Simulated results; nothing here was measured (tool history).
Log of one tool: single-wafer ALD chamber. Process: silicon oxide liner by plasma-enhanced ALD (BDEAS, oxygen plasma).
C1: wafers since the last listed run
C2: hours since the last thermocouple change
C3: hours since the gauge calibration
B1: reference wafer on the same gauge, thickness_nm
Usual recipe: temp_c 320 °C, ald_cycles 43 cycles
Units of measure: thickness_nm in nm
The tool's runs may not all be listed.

run 1 hour=0 | temp_c=328 ald_cycles=43 | C1=0 C2=1086.4 C3=75.3 | B1=3.36 | thickness_nm=4.112
run 2 hour=10.6 | temp_c=328 ald_cycles=43 | C1=52 C2=1097 C3=85.9 | B1=3.358 | thickness_nm=4.1
run 3 hour=23.6 | temp_c=320 ald_cycles=43 | C1=64 C2=1110 C3=98.9 | B1=3.359 | thickness_nm=4.163
run 4 hour=37.5 | temp_c=320 ald_cycles=43 | C1=68 C2=1123.9 C3=112.8 | B1=3.36 | thickness_nm=4.162
run 5 hour=49.7 | temp_c=320 ald_cycles=43 | C1=60 C2=1136.1 C3=125 | B1=3.359 | thickness_nm=4.179
run 6 hour=67.2 | temp_c=320 ald_cycles=43 | C1=86 C2=1153.6 C3=142.5 | B1=3.361 | thickness_nm=4.158
run 7 hour=77 | temp_c=320 ald_cycles=43 | C1=48 C2=1163.4 C3=152.3 | B1=3.36 | thickness_nm=4.171
-- hour=92.5 thermocouple changed; heater temperature recalibrated
run 8 hour=93 | temp_c=320 ald_cycles=43 | C1=39 C2=0.5 C3=168.3 | B1=3.361 | thickness_nm=4.161
run 9 hour=97.3 | temp_c=320 ald_cycles=43 | C1=21 C2=4.8 C3=172.6 | B1=3.359 | thickness_nm=4.168
run 10 hour=108.6 | temp_c=320 ald_cycles=43 | C1=56 C2=16.1 C3=183.9 | B1=3.36 | thickness_nm=4.176
run 11 hour=120.2 | temp_c=310 ald_cycles=39 | C1=57 C2=27.7 C3=195.5 | B1=3.361 | thickness_nm=3.824
run 12 hour=135.8 | temp_c=311 ald_cycles=49 | C1=77 C2=43.3 C3=211.1 | B1=3.36 | thickness_nm=4.811
run 13 hour=141.9 | temp_c=320 ald_cycles=51 | C1=30 C2=49.4 C3=217.2 | B1=3.359 | thickness_nm=4.919
-- hour=145 gauge calibrated
run 14 hour=155.5 | temp_c=312 ald_cycles=46 | C1=67 C2=63 C3=10.5 | B1=3.36 | thickness_nm=4.488
run 15 hour=168.7 | temp_c=328 ald_cycles=43 | C1=65 C2=76.2 C3=23.7 | B1=3.361 | thickness_nm=4.13
run 16 hour=182.2 | temp_c=328 ald_cycles=47 | C1=66 C2=89.7 C3=37.2 | B1=3.359 | thickness_nm=4.526
run 17 hour=190.9 | temp_c=320 ald_cycles=43 | C1=43 C2=98.4 C3=45.9 | B1=3.361 | thickness_nm=4.155
run 18 hour=202.9 | temp_c=327 ald_cycles=48 | C1=59 C2=110.4 C3=57.9 | B1=3.359 | thickness_nm=4.605

Forecast each of these 3 alternatives for the next run:
run A hour=203.4 | temp_c=333 ald_cycles=43 | C1=2 C2=110.9 C3=58.4 | B1=? | thickness_nm=?
run B hour=203.4 | temp_c=324 ald_cycles=50 | C1=2 C2=110.9 C3=58.4 | B1=? | thickness_nm=?
run C hour=203.4 | temp_c=327 ald_cycles=36 | C1=2 C2=110.9 C3=58.4 | B1=? | thickness_nm=?

run=A B1=3.358 thickness_nm=4.09
run=B B1=3.358 thickness_nm=4.811
run=C B1=3.358 thickness_nm=3.451
With the hidden condition removed and each run's random variation left untouched, the same runs would have given:
run=A thickness_nm=4.09
run=B thickness_nm=4.811
run=C thickness_nm=3.451
